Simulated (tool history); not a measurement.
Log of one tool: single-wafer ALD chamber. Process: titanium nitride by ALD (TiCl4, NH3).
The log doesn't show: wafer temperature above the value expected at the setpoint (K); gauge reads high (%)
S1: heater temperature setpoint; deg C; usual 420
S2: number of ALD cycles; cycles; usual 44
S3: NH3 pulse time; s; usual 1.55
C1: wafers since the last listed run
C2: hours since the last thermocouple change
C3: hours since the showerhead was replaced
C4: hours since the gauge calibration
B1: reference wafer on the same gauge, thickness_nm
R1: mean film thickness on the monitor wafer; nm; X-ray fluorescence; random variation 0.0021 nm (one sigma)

run 1 hour=0.0 | S1=420 S2=44 S3=1.55 | C1=0 C2=905.2 C3=6455.2 C4=120.5 | B1=0.868 | R1=0.856
run 2 hour=7.7 | S1=420 S2=44 S3=1.55 | C1=30 C2=912.9 C3=6462.9 C4=128.2 | B1=0.868 | R1=0.855
run 3 hour=22.1 | S1=420 S2=44 S3=1.55 | C1=56 C2=927.3 C3=6477.3 C4=142.6 | B1=0.868 | R1=0.851
run 4 hour=39.3 | S1=420 S2=44 S3=1.55 | C1=67 C2=944.5 C3=6494.5 C4=159.8 | B1=0.866 | R1=0.849
run 5 hour=47.3 | S1=420 S2=44 S3=1.55 | C1=31 C2=952.5 C3=6502.5 C4=167.8 | B1=0.866 | R1=0.852
run 6 hour=55.1 | S1=420 S2=44 S3=1.11 | C1=30 C2=960.3 C3=6510.3 C4=175.6 | B1=0.866 | R1=0.844
run 7 hour=69.5 | S1=420 S2=44 S3=1.85 | C1=56 C2=974.7 C3=6524.7 C4=190.0 | B1=0.865 | R1=0.849
-- hour=78.5 gauge calibrated
run 8 hour=86.7 | S1=420 S2=44 S3=1.85 | C1=67 C2=991.9 C3=6541.9 C4=8.2 | B1=0.873 | R1=0.858
run 9 hour=100.0 | S1=420 S2=44 S3=1.85 | C1=51 C2=1005.2 C3=6555.2 C4=21.5 | B1=0.873 | R1=0.858
run 10 hour=106.5 | S1=415 S2=35 S3=1.93 | C1=25 C2=1011.7 C3=6561.7 C4=28.0 | B1=0.872 | R1=0.686
run 11 hour=112.8 | S1=412 S2=50 S3=1.55 | C1=24 C2=1018.0 C3=6568.0 C4=34.3 | B1=0.873 | R1=0.972
-- hour=130.4 showerhead replaced
run 12 hour=130.9 | S1=420 S2=44 S3=1.30 | C1=39 C2=1036.1 C3=0.5 C4=52.4 | B1=0.872 | R1=0.858
run 13 hour=147.2 | S1=414 S2=44 S3=1.25 | C1=63 C2=1052.4 C3=16.8 C4=68.7 | B1=0.872 | R1=0.850
-- hour=159.7 thermocouple changed; heater temperature recalibrated
run 14 hour=161.3 | S1=430 S2=49 S3=2.01 | C1=23 C2=1.6 C3=30.9 C4=82.8 | B1=0.871 | R1=0.961
run 15 hour=168.5 | S1=420 S2=44 S3=1.55 | C1=28 C2=8.8 C3=38.1 C4=90.0 | B1=0.871 | R1=0.858
run 16 hour=179.0 | S1=408 S2=44 S3=1.55 | C1=40 C2=19.3 C3=48.6 C4=100.5 | B1=0.871 | R1=0.851
run 17 hour=191.1 | S1=420 S2=44 S3=1.55 | C1=47 C2=31.4 C3=60.7 C4=112.6 | B1=0.871 | R1=0.861
run 18 hour=199.9 | S1=432 S2=44 S3=1.55 | C1=34 C2=40.2 C3=69.5 C4=121.4 | B1=0.871 | R1=0.857

5 ways to go on from here, each from the tool as it stands after run 18. What would each give?
run A hour=200.4 | S1=420 S2=44 S3=1.55 | C1=1 C2=40.7 C3=70.0 C4=121.9 | B1=? | R1=?
run B hour=200.4 | S1=420 S2=40 S3=1.55 | C1=1 C2=40.7 C3=70.0 C4=121.9 | B1=? | R1=?
run C hour=200.4 | S1=420 S2=41 S3=1.55 | C1=1 C2=40.7 C3=70.0 C4=121.9 | B1=? | R1=?
run D hour=200.4 | S1=408 S2=49 S3=2.10 | C1=1 C2=40.7 C3=70.0 C4=121.9 | B1=? | R1=?
run E hour=200.4 | S1=427 S2=44 S3=1.55 | C1=1 C2=40.7 C3=70.0 C4=121.9 | B1=? | R1=?

run=A B1=0.871 R1=0.856
run=B B1=0.871 R1=0.778
run=C B1=0.871 R1=0.798
run=D B1=0.871 R1=0.955
run=E B1=0.871 R1=0.858
Without the tool's hidden state the same runs would have given:
run=A R1=0.858
run=B R1=0.780
run=C R1=0.799
run=D R1=0.956
run=E R1=0.860
